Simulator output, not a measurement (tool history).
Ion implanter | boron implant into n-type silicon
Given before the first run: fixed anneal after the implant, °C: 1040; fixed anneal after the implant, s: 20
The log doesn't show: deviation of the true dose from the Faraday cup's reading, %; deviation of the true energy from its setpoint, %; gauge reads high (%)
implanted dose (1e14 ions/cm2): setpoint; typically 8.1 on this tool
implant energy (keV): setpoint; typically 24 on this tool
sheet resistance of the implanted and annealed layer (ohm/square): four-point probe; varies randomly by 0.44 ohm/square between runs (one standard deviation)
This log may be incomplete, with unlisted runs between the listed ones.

run	hour	implanted dose (1e14 ions/cm2)	implant energy (keV)	wafers since the last listed run	hours since the last dose calibration	hours since the extraction supply was calibrated	hours since the gauge calibration	read-back reference wafer on the same gauge, sheet resistance	sheet resistance of the implanted and annealed layer (ohm/square)
1	0	9.53	24	0	1473.4	3309.9	339.5	143.85	108.35
2	51.3	9.53	24	813	1524.7	3361.2	390.8	143.89	109.18
3	106.9	8.1	24	881	1580.3	3416.8	446.4	144.04	124.55
4	131.8	8.1	24	394	1605.2	3441.7	471.3	144.05	125.78
5	183	6.49	24	811	1656.4	3492.9	522.5	144.12	151.15
6	238.7	8.1	24	883	1712.1	3548.6	578.2	144.01	125.05
7	275.8	8.1	24	588	1749.2	3585.7	615.3	144.13	124.5
8	326.8	8.1	24	808	1800.2	3636.7	666.3	144.08	124.62
9	429.6	7.42	24	1630	1903	3739.5	769.1	144.02	133.89
10	474.8	8.1	24	716	1948.2	3784.7	814.3	144.05	124.18
11	499.8	9.59	28.5	396	1973.2	3809.7	839.3	144.02	106.13
# hour 556.7: extraction supply calibrated
12	589.2	9.33	18	1290	2062.6	32.5	928.7	144.05	112.62
13	627	8.1	30	599	2100.4	70.3	966.5	144.03	121.34
# hour 633.3: gauge calibrated
14	663.8	7.35	16	583	2137.2	107.1	30.5	143.87	139.6

Estimate the outcome of run 15 from the log above:
# hour 683: Faraday cup replaced and dose calibrated
15	727.3	8.1	24	880	44.3	170.6	94	?	?

read-back reference wafer on the same gauge, sheet resistance: 144.04
sheet resistance of the implanted and annealed layer (ohm/square): 129.11
Were there no unlogged condition in the tool, this run, its random variation unchanged, would have produced sheet resistance of the implanted and annealed layer (ohm/square) 129.32.

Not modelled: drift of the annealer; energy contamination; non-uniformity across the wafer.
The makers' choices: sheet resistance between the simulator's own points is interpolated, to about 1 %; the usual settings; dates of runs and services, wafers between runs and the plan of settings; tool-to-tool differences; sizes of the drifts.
